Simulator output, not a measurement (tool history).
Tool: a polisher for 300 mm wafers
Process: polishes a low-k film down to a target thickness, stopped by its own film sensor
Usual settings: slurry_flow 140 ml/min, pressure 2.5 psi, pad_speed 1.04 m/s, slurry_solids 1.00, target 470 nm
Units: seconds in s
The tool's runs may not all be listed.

| run | hour | slurry_flow | pressure | pad_speed | slurry_solids | target | incoming thickness of the incoming film, nm | seconds |
|---|---|---|---|---|---|---|---|---|
| 1 | 0.0 | 140 | 2.5 | 1.04 | 1.15 | 470 | 513.8 | 103.8 |
|  | 69.6 | worn pad replaced by a new one |
| 2 | 89.5 | 140 | 2.5 | 1.16 | 1.00 | 470 | 512.9 | 98.6 |
| 3 | 118.3 | 140 | 2.5 | 1.16 | 1.00 | 470 | 512.1 | 95.7 |
|  | 123.8 | slurry nozzle cleaned |
|  | 129.8 | head pressure recalibrated |
|  | 136.5 | worn pad replaced by a new one |
| 4 | 138.6 | 140 | 2.5 | 1.16 | 1.00 | 470 | 506.3 | 84.7 |
|  | 141.2 | conditioning disc replaced and pad reconditioned |
| 5 | 156.2 | 140 | 2.5 | 1.04 | 1.00 | 470 | 510.3 | 97.8 |
| 6 | 169.8 | 140 | 2.1 | 1.04 | 1.00 | 470 | 517.0 | 137.7 |
| 7 | 193.6 | 140 | 2.5 | 1.04 | 1.00 | 470 | 508.0 | 94.3 |
|  | 202.4 | slurry blender recalibrated |
|  | 209.8 | worn pad replaced by a new one |
| 8 | 222.7 | 140 | 2.5 | 1.04 | 0.80 | 470 | 503.3 | 90.2 |

The next listed run, before its measurement:
| 9 | 252.3 | 140 | 2.5 | 1.04 | 1.00 | 470 | 513.6 | ? |

Run 9 gave seconds 108.0 s.
Without the tool's hidden state the same run would have given seconds 108.0 s.
